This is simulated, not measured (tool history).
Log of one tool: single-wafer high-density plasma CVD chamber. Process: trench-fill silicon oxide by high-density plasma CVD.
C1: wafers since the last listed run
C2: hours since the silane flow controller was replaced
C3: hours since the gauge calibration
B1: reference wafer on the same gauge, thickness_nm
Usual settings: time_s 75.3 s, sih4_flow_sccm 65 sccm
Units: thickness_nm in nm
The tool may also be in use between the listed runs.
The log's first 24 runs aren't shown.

{"run": 25, "day": 72.646, "time_s": 60.6, "sih4_flow_sccm": 65, "C1": 1082, "C2": 847.6, "C3": 184.7, "B1": 394.496, "thickness_nm": 356.145}
{"run": 26, "day": 75.738, "time_s": 75.3, "sih4_flow_sccm": 65, "C1": 1308, "C2": 921.8, "C3": 258.9, "B1": 393.07, "thickness_nm": 444.606}
{"run": 27, "day": 79.083, "time_s": 75.3, "sih4_flow_sccm": 65, "C1": 1415, "C2": 1002.1, "C3": 339.2, "B1": 391.95, "thickness_nm": 440.814}
{"run": 28, "day": 81.425, "time_s": 84.7, "sih4_flow_sccm": 54, "C1": 990, "C2": 1058.3, "C3": 395.4, "B1": 391.856, "thickness_nm": 412.906}
{"run": 29, "day": 83.854, "time_s": 84.7, "sih4_flow_sccm": 54, "C1": 1027, "C2": 1116.6, "C3": 453.7, "B1": 390.644, "thickness_nm": 411.977}
{"run": 30, "day": 86.525, "time_s": 75.3, "sih4_flow_sccm": 65, "C1": 1130, "C2": 1180.7, "C3": 517.8, "B1": 390.303, "thickness_nm": 439.042}
{"run": 31, "day": 90.775, "time_s": 75.3, "sih4_flow_sccm": 65, "C1": 1798, "C2": 1282.7, "C3": 619.8, "B1": 389.155, "thickness_nm": 441.548}
{"run": 32, "day": 92.733, "time_s": 75.3, "sih4_flow_sccm": 71, "C1": 828, "C2": 1329.7, "C3": 666.8, "B1": 389.211, "thickness_nm": 479.18}
{"run": 33, "day": 96.65, "time_s": 75.3, "sih4_flow_sccm": 72, "C1": 1657, "C2": 1423.7, "C3": 760.8, "B1": 388.315, "thickness_nm": 484.55}
{"run": 34, "day": 99.104, "time_s": 88.1, "sih4_flow_sccm": 55, "C1": 1038, "C2": 1482.6, "C3": 819.7, "B1": 388.447, "thickness_nm": 433.735}
{"run": 35, "day": 100.912, "time_s": 64.3, "sih4_flow_sccm": 56, "C1": 765, "C2": 1526.0, "C3": 863.1, "B1": 388.116, "thickness_nm": 320.562}

4 ways to go on from here, each from the tool as it stands after run 35. What would each give?
{"run": "A", "day": 100.929, "time_s": 75.3, "sih4_flow_sccm": 65, "C1": 7, "C2": 1526.4, "C3": 863.5, "B1": "?", "thickness_nm": "?"}
{"run": "B", "day": 100.929, "time_s": 79.7, "sih4_flow_sccm": 61, "C1": 7, "C2": 1526.4, "C3": 863.5, "B1": "?", "thickness_nm": "?"}
{"run": "C", "day": 100.929, "time_s": 89.8, "sih4_flow_sccm": 59, "C1": 7, "C2": 1526.4, "C3": 863.5, "B1": "?", "thickness_nm": "?"}
{"run": "D", "day": 100.929, "time_s": 62.7, "sih4_flow_sccm": 53, "C1": 7, "C2": 1526.4, "C3": 863.5, "B1": "?", "thickness_nm": "?"}

run=A B1=387.093 thickness_nm=436.592
run=B B1=387.093 thickness_nm=433.666
run=C B1=387.093 thickness_nm=472.602
run=D B1=387.093 thickness_nm=296.422
Without the tool's hidden state the same runs would have given:
run=A thickness_nm=445.972
run=B thickness_nm=442.983
run=C thickness_nm=482.756
run=D thickness_nm=302.791
